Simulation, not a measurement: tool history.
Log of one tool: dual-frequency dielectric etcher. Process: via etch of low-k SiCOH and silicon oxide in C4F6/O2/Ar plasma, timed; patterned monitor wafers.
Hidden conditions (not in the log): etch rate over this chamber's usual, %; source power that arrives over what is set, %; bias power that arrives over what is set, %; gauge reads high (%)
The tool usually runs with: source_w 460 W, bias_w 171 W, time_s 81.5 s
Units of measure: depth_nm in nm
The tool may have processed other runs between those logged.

run,hour,source_w,bias_w,time_s,wafers since the last listed run,hours since the last wet clean,hours since the last source power generator calibration,hours since the last bias power generator calibration,hours since the last upper electrode change,hours since the gauge calibration,"read-back reference wafer on the same gauge, depth_nm",depth_nm
1,0.0,520,171,87.5,0,538.8,16.2,1199.3,2220.0,3250.0,248.3,273.3
2,39.1,550,171,81.5,490,577.9,55.3,1238.4,2259.1,3289.1,248.0,261.8
3,80.5,550,171,81.5,519,619.3,96.7,1279.8,2300.5,3330.5,248.5,264.3
# hour 113.9: wet clean of the chamber
# hour 141.6: gauge calibrated
4,144.5,460,171,81.5,502,30.6,160.7,1343.8,2364.5,2.9,265.5,252.9
5,215.4,460,171,81.5,890,101.5,231.6,1414.7,2435.4,73.8,264.4,251.6
6,299.3,460,171,81.5,1053,185.4,315.5,1498.6,2519.3,157.7,263.1,252.8
7,379.7,460,171,62.5,1009,265.8,395.9,1579.0,2599.7,238.1,261.4,191.1
8,430.3,460,171,81.5,635,316.4,446.5,1629.6,2650.3,288.7,260.8,248.7
9,524.9,560,130,81.5,1187,411.0,541.1,1724.2,2744.9,383.3,259.2,262.1
10,573.8,430,136,64.0,613,459.9,590.0,1773.1,2793.8,432.2,258.8,177.8
11,671.5,550,210,81.5,1226,557.6,687.7,1870.8,2891.5,529.9,257.5,282.2
12,750.4,460,206,102.0,990,636.5,766.6,1949.7,2970.4,608.8,256.7,320.1
# hour 804.3: wet clean of the chamber
13,818.0,540,171,81.5,547,13.7,834.2,2017.3,3038.0,676.4,255.7,267.3
# hour 873.5: upper electrode replaced
14,882.2,390,209,88.5,504,77.9,898.4,2081.5,8.7,740.6,255.5,253.2
15,945.6,460,140,69.5,796,141.3,961.8,2144.9,72.1,804.0,254.7,200.3
16,1040.3,460,132,81.5,1188,236.0,1056.5,2239.6,166.8,898.7,253.8,231.5
17,1133.1,460,171,81.5,1165,328.8,1149.3,2332.4,259.6,991.5,253.0,241.5
18,1206.4,350,212,105.0,920,402.1,1222.6,2405.7,332.9,1064.8,252.4,280.3
19,1276.5,370,206,58.0,880,472.2,1292.7,2475.8,403.0,1134.9,252.0,157.7
20,1505.9,460,171,73.0,2880,701.6,1522.1,2705.2,632.4,1364.3,250.8,215.2
# hour 1564.2: bias power generator calibrated
# hour 1579.4: wet clean of the chamber
21,1600.5,370,171,81.5,946,21.1,1616.7,36.3,727.0,1458.9,249.5,212.5
22,1773.0,460,171,81.5,2165,193.6,1789.2,208.8,899.5,1631.4,249.2,237.6
23,1936.5,540,152,57.0,2052,357.1,1952.7,372.3,1063.0,1794.9,248.2,175.9
24,2006.9,460,171,81.5,883,427.5,2023.1,442.7,1133.4,1865.3,247.8,237.2
25,2110.3,460,171,81.5,1298,530.9,2126.5,546.1,1236.8,1968.7,248.0,238.2
26,2194.6,460,197,81.5,1058,615.2,2210.8,630.4,1321.1,2053.0,247.2,243.6
# hour 2248.0: wet clean of the chamber
27,2248.5,540,139,62.5,375,0.5,2264.7,684.3,1375.0,2106.9,247.4,191.2
28,2335.4,510,157,73.5,1091,87.4,2351.6,771.2,1461.9,2193.8,246.7,221.0
29,2398.2,460,143,95.5,788,150.2,2414.4,834.0,1524.7,2256.6,247.0,266.4

Consider 4 possible next runs. They are alternatives, not a sequence: every one starts from the tool as it was left by run 29. What does each give?
A,2398.6,460,194,81.5,5,150.6,2414.8,834.4,1525.1,2257.0,?,?
B,2398.6,500,128,81.5,5,150.6,2414.8,834.4,1525.1,2257.0,?,?
C,2398.6,540,183,99.5,5,150.6,2414.8,834.4,1525.1,2257.0,?,?
D,2398.6,410,209,88.0,5,150.6,2414.8,834.4,1525.1,2257.0,?,?

run,"read-back reference wafer on the same gauge, depth_nm",depth_nm
A,247.0,242.4
B,247.0,233.0
C,247.0,318.7
D,247.0,249.5
What these runs would have given with no unlogged condition in the tool:
run,depth_nm
A,260.3
B,250.1
C,342.1
D,267.8
